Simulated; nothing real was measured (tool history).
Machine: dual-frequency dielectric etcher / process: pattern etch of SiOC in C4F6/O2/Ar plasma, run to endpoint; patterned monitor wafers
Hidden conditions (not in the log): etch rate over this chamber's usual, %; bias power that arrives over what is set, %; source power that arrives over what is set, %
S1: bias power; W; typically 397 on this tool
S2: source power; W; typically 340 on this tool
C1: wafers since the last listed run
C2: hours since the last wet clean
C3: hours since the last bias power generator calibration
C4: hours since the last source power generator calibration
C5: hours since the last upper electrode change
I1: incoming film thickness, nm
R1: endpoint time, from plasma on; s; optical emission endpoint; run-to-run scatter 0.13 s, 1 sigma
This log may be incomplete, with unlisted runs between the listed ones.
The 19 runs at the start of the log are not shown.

At day 37.083: wet clean of the chamber.
Run 20, day 38.85: usual settings but S2 320 W; C1 820; C2 42.4; C3 436.3; C4 440.2; C5 299.1; I1 40.56. Result: R1 16.9 s.
Run 21, day 40.358: usual settings; C1 629; C2 78.6; C3 472.5; C4 476.4; C5 335.3; I1 40.6. Result: R1 16.6 s.
Run 22, day 41.954: usual settings but S1 357 W; C1 666; C2 116.9; C3 510.8; C4 514.7; C5 373.6; I1 40.62. Result: R1 17.7 s.
Run 23, day 43.425: usual settings but S1 299 W; C1 613; C2 152.2; C3 546.1; C4 550; C5 408.9; I1 40.74. Result: R1 19.9 s.
Run 24, day 44.867: usual settings but S1 428 W, S2 410 W; C1 601; C2 186.8; C3 580.7; C4 584.6; C5 443.5; I1 40.55. Result: R1 15.4 s.
Run 25, day 47.854: usual settings but S1 436 W, S2 310 W; C1 1247; C2 258.5; C3 652.4; C4 656.3; C5 515.2; I1 40.5. Result: R1 16.6 s.
Run 26, day 50.346: usual settings but S1 359 W, S2 290 W; C1 1040; C2 318.3; C3 712.2; C4 716.1; C5 575; I1 40.07. Result: R1 19 s.
Run 27, day 53.271: usual settings but S1 368 W; C1 1221; C2 388.5; C3 782.4; C4 786.3; C5 645.2; I1 40.7. Result: R1 18.3 s.
At day 60.762: wet clean of the chamber.
Run 28, day 60.783: usual settings but S2 310 W; C1 2718; C2 0.5; C3 962.7; C4 966.6; C5 825.5; I1 40.83. Result: R1 17.1 s.
Run 29, day 62.429: usual settings but S1 440 W, S2 300 W; C1 687; C2 40; C3 1002.2; C4 1006.1; C5 865; I1 40.35. Result: R1 16.1 s.
Run 30, day 64.558: usual settings but S1 463 W; C1 888; C2 91.1; C3 1053.3; C4 1057.2; C5 916.1; I1 39.95. Result: R1 15.2 s.
Run 31, day 67.025: usual settings; C1 1029; C2 150.3; C3 1112.5; C4 1116.4; C5 975.3; I1 40.69. Result: R1 16.9 s.
Run 32, day 68.983: usual settings but S1 463 W; C1 817; C2 197.3; C3 1159.5; C4 1163.4; C5 1022.3; I1 40.46. Result: R1 15.5 s.
Run 33, day 71.567: usual settings; C1 1078; C2 259.3; C3 1221.5; C4 1225.4; C5 1084.3; I1 40.28. Result: R1 16.8 s.
Run 34, day 74.45: usual settings but S1 468 W, S2 370 W; C1 1203; C2 328.5; C3 1290.7; C4 1294.6; C5 1153.5; I1 40.52. Result: R1 15.4 s.
Run 35, day 77.054: usual settings; C1 1087; C2 391; C3 1353.2; C4 1357.1; C5 1216; I1 40.57. Result: R1 17.3 s.

Expected results for the next run?
Run 36, day 78.5: usual settings but S1 318 W, S2 420 W; C1 603; C2 425.7; C3 1387.9; C4 1391.8; C5 1250.7; I1 40.49. Result: R1 ?.

R1: 18.1 s
On a tool with no hidden condition, and with the same random variation, this run would have come out at R1 17.3 s.

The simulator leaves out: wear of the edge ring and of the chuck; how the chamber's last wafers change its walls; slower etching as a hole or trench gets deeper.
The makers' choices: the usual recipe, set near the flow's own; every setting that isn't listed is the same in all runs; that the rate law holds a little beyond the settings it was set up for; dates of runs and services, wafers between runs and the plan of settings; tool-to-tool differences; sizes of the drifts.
